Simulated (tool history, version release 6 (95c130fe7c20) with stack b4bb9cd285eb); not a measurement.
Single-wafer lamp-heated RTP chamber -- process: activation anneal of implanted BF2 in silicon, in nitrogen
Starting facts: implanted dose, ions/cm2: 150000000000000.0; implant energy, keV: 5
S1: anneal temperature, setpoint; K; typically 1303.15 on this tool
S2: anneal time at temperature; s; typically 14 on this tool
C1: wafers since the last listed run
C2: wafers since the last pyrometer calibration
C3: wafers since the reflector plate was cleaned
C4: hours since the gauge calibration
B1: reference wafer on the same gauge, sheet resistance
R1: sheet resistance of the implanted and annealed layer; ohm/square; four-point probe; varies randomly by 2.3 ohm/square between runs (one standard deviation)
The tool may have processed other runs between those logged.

run	day	S1	S2	C1	C2	C3	C4	B1	R1
1	0	1303.15	14	0	5353	6501	564.7	861.81	798.7
2	0.633	1303.15	14	175	5528	6676	579.9	862.06	798.68
3	1.433	1303.15	14	221	5750	6898	599.1	862.21	801.18
4	2.567	1303.15	14	314	6064	7212	626.3	862.64	798.05
5	3.088	1303.15	14	144	6208	7356	638.8	861.52	792.18
# day 4.008: pyrometer window cleaned and pyrometer calibrated
# day 4.483: reflector plate cleaned
6	6.762	1283.15	14	833	671	631	727	862.32	826.72
7	8.004	1283.15	14	344	1015	975	756.8	862.27	823.25
8	8.896	1303.15	14	247	1262	1223	778.2	861.96	804.28
9	10.188	1303.15	14	357	1620	1580	809.2	862.52	808.66
10	13.696	1303.15	17	972	2592	2553	893.4	861.84	797.93
11	15.762	1303.15	17	572	3165	3125	943	861.9	793.9
# day 15.992: gauge calibrated
12	16.946	1303.15	14	327	3493	3453	22.9	861.71	806.42
13	18.338	1303.15	14	385	3878	3839	56.3	861.87	802.72
14	19.667	1303.15	14	368	4247	4207	88.2	861.93	800.46
15	20.329	1290.15	22	183	4430	4391	104.1	861.9	799.27
16	21.254	1312.15	14	256	4687	4647	126.3	861.53	792.67
17	22.696	1303.15	14	399	5086	5047	160.9	861.96	805.26
18	23.442	1281.15	21	206	5293	5254	178.8	861.8	809.53
19	24.858	1288.15	17	392	5685	5646	212.8	861.93	808.31
# day 25.458: pyrometer window cleaned and pyrometer calibrated
# day 25.817: reflector plate cleaned
20	27.754	1303.15	14	617	543	537	282.3	861.77	806.64
21	28.646	1324.15	6	247	790	784	303.7	861.83	817.66
22	29.312	1284.15	14	184	975	969	319.7	862.61	828.41
23	30.533	1303.15	14	338	1313	1307	349	862.22	805.28
24	31.375	1303.15	14	233	1546	1540	369.2	861.67	802.16
25	32.308	1286.15	10	258	1805	1799	391.6	862.06	831.74
26	33.442	1282.15	10	314	2119	2113	418.8	861.64	835.95

5 ways to go on from here, each from the tool as it stands after run 26. What would each give?
A	33.458	1303.15	8	4	2124	2118	419.2	?	?
B	33.458	1275.15	14	4	2124	2118	419.2	?	?
C	33.458	1286.15	11	4	2124	2118	419.2	?	?
D	33.458	1322.15	8	4	2124	2118	419.2	?	?
E	33.458	1323.15	21	4	2124	2118	419.2	?	?

run	B1	R1
A	861.89	825.05
B	861.89	836.43
C	861.89	831.84
D	861.89	808.89
E	861.89	768.78
What these runs would have given with no unlogged condition in the tool:
run	R1
A	825.75
B	837.36
C	832.69
D	809.49
E	769.51

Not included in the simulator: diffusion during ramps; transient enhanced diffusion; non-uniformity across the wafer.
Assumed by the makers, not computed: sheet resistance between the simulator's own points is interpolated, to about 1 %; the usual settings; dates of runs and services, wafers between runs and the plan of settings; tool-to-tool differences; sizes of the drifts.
